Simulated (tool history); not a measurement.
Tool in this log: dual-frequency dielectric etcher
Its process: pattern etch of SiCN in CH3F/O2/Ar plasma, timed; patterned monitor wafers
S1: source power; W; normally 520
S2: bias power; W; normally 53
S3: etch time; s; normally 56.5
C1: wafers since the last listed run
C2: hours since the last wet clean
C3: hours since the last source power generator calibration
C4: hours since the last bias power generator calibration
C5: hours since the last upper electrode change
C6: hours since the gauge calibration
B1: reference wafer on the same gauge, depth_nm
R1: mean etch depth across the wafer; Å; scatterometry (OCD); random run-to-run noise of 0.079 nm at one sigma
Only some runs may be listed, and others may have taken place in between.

run   hour   S1  S2    S3   C1     C2      C3      C4      C5     C6     B1     R1
  1    0.0  520  53  56.5    0  391.5  3530.9  1396.7  4753.1  429.4  18.19  207.1
  2   15.6  520  53  56.5  195  407.1  3546.5  1412.3  4768.7  445.0  18.22  206.2
  3   32.3  520  53  56.5  209  423.8  3563.2  1429.0  4785.4  461.7  18.22  205.8
  4   44.7  520  53  56.5  155  436.2  3575.6  1441.4  4797.8  474.1  18.21  206.7
      53.8  -- source power generator calibrated
  5   54.3  520  53  56.5   70  445.8     0.5  1451.0  4807.4  483.7  18.23  207.9
  6   61.1  520  53  56.5   85  452.6     7.3  1457.8  4814.2  490.5  18.20  206.6
  7   71.5  610  66  40.0  130  463.0    17.7  1468.2  4824.6  500.9  18.20  166.8
      91.3  -- gauge calibrated
     106.7  -- wet clean of the chamber
  8  107.2  520  53  45.0  146    0.5    53.4  1503.9  4860.3   15.9  18.20  169.2
  9  107.5  430  53  72.0    3    0.8    53.7  1504.2  4860.6   16.2  18.19  254.6
 10  107.9  520  53  56.5    5    1.2    54.1  1504.6  4861.0   16.6  18.20  213.5
 11  118.3  610  46  65.0  130   11.6    64.5  1515.0  4871.4   27.0  18.22  248.0
 12  126.5  520  53  56.5  102   19.8    72.7  1523.2  4879.6   35.2  18.22  212.7
 13  143.2  520  53  56.5  209   36.5    89.4  1539.9  4896.3   51.9  18.19  213.0
 14  155.8  590  58  63.5  157   49.1   102.0  1552.5  4908.9   64.5  18.19  256.7
 15  164.7  640  53  56.5  111   58.0   110.9  1561.4  4917.8   73.4  18.21  228.4
 16  182.6  520  58  72.5  224   75.9   128.8  1579.3  4935.7   91.3  18.21  279.0
     216.5  -- upper electrode replaced
 17  217.0  520  53  56.5  130  110.3   163.2  1613.7     0.5  125.7  18.21  211.0
 18  217.4  520  49  56.5    5  110.7   163.6  1614.1     0.9  126.1  18.20  205.0
 19  225.1  520  53  64.0   96  118.4   171.3  1621.8     8.6  133.8  18.22  238.3
 20  234.5  520  53  56.5  117  127.8   180.7  1631.2    18.0  143.2  18.20  212.3
     241.9  -- bias power generator calibrated
 21  247.8  560  62  41.5  116  141.1   194.0     5.9    31.3  156.5  18.20  168.2
 22  255.5  560  60  66.5   96  148.8   201.7    13.6    39.0  164.2  18.21  263.8
 23  267.9  490  45  71.5  155  161.2   214.1    26.0    51.4  176.6  18.19  245.4
 24  277.1  520  53  56.5  115  170.4   223.3    35.2    60.6  185.8  18.19  209.7
 25  283.7  520  42  71.0   82  177.0   229.9    41.8    67.2  192.4  18.19  242.4
 26  292.4  520  40  56.5  109  185.7   238.6    50.5    75.9  201.1  18.17  189.9
 27  307.9  520  53  56.5  194  201.2   254.1    66.0    91.4  216.6  18.20  209.4
 28  325.5  520  53  56.5  220  218.8   271.7    83.6   109.0  234.2  18.22  208.9
 29  342.7  580  58  72.0  215  236.0   288.9   100.8   126.2  251.4  18.17  285.9
 30  352.1  440  60  49.0  117  245.4   298.3   110.2   135.6  260.8  18.21  179.3
 31  368.0  520  53  56.5  199  261.3   314.2   126.1   151.5  276.7  18.19  207.0

Below are 3 alternative next runs, each starting from the tool's condition after run 31. Predict each:
  A  368.4  520  53  56.5   5  261.7  314.6  126.5  151.9  277.1   ?   ?
  B  368.4  520  43  42.5   5  261.7  314.6  126.5  151.9  277.1   ?   ?
  C  368.4  620  53  56.5   5  261.7  314.6  126.5  151.9  277.1   ?   ?

run     B1     R1
  A  18.20  208.6
  B  18.20  145.9
  C  18.20  221.7
With no hidden state in the tool, these same runs would have given:
run     R1
  A  213.9
  B  149.6
  C  227.3

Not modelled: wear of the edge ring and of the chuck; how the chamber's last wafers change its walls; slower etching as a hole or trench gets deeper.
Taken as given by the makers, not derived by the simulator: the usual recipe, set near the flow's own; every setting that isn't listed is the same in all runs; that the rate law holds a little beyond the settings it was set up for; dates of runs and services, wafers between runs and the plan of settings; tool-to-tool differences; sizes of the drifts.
